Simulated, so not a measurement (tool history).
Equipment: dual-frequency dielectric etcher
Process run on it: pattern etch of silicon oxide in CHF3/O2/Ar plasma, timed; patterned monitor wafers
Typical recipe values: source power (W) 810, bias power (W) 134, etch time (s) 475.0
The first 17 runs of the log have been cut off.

run   hour  source power (W)  bias power (W)  etch time (s)  wafers since the last listed run  hours since the last wet clean  hours since the last source power generator calibration  hours since the last bias power generator calibration  hours since the last upper electrode change  hours since the gauge calibration  read-back reference wafer on the same gauge, depth_nm  mean etch depth across the wafer (Å)
 18  391.2               810             154          373.0                                61                           405.1                                                    114.9                                                 3119.8                                       3320.8                              220.5                                                  939.5                                  8837
     406.5  -- bias power generator calibrated
     437.6  -- wet clean of the chamber
 19  438.1               810             134          475.0                                66                             0.5                                                    161.8                                                   31.6                                       3367.7                              267.4                                                  940.7                                 10317
 20  438.5               810             134          475.0                                 1                             0.9                                                    162.2                                                   32.0                                       3368.1                              267.8                                                  941.1                                 10301
     466.1  -- upper electrode replaced
 21  466.6               920             158          339.5                                14                            29.0                                                    190.3                                                   60.1                                          0.5                              295.9                                                  939.2                                  8059
 22  480.8               810             134          475.0                                49                            43.2                                                    204.5                                                   74.3                                         14.7                              310.1                                                  940.7                                 10371
 23  515.9               670             134          573.0                               122                            78.3                                                    239.6                                                  109.4                                         49.8                              345.2                                                  938.6                                 12007
 24  547.2               730             134          475.0                               109                           109.6                                                    270.9                                                  140.7                                         81.1                              376.5                                                  940.6                                 10190
 25  565.5              1000             134          475.0                                63                           127.9                                                    289.2                                                  159.0                                         99.4                              394.8                                                  941.4                                 11040
 26  597.8               810             134          475.0                               112                           160.2                                                    321.5                                                  191.3                                        131.7                              427.1                                                  940.0                                 10416
 27  618.9               640             103          434.0                                73                           181.3                                                    342.6                                                  212.4                                        152.8                              448.2                                                  940.1                                  8158
 28  639.0               810             134          439.0                                70                           201.4                                                    362.7                                                  232.5                                        172.9                              468.3                                                  940.8                                  9748
 29  654.8               810             134          475.0                                55                           217.2                                                    378.5                                                  248.3                                        188.7                              484.1                                                  940.7                                 10572
 30  682.4               810             159          348.5                                96                           244.8                                                    406.1                                                  275.9                                        216.3                              511.7                                                  940.1                                  8201
 31  710.0               810             134          475.0                                96                           272.4                                                    433.7                                                  303.5                                        243.9                              539.3                                                  939.2                                 10569

3 options for the next run, each taken on its own from the tool as it stands now. Forecast them:
  A  710.5               810             134          548.0                                 1                           272.9                                                    434.2                                                  304.0                                        244.4                              539.8                                                      ?                                     ?
  B  710.5               960             134          475.0                                 1                           272.9                                                    434.2                                                  304.0                                        244.4                              539.8                                                      ?                                     ?
  C  710.5               810             134          614.0                                 1                           272.9                                                    434.2                                                  304.0                                        244.4                              539.8                                                      ?                                     ?

run  read-back reference wafer on the same gauge, depth_nm  mean etch depth across the wafer (Å)
  A                                                  942.0                                 12079
  B                                                  942.0                                 10945
  C                                                  942.0                                 13534
Had the tool no hidden state, the same runs would have come out as:
run  mean etch depth across the wafer (Å)
  A                                 11742
  B                                 10640
  C                                 13156
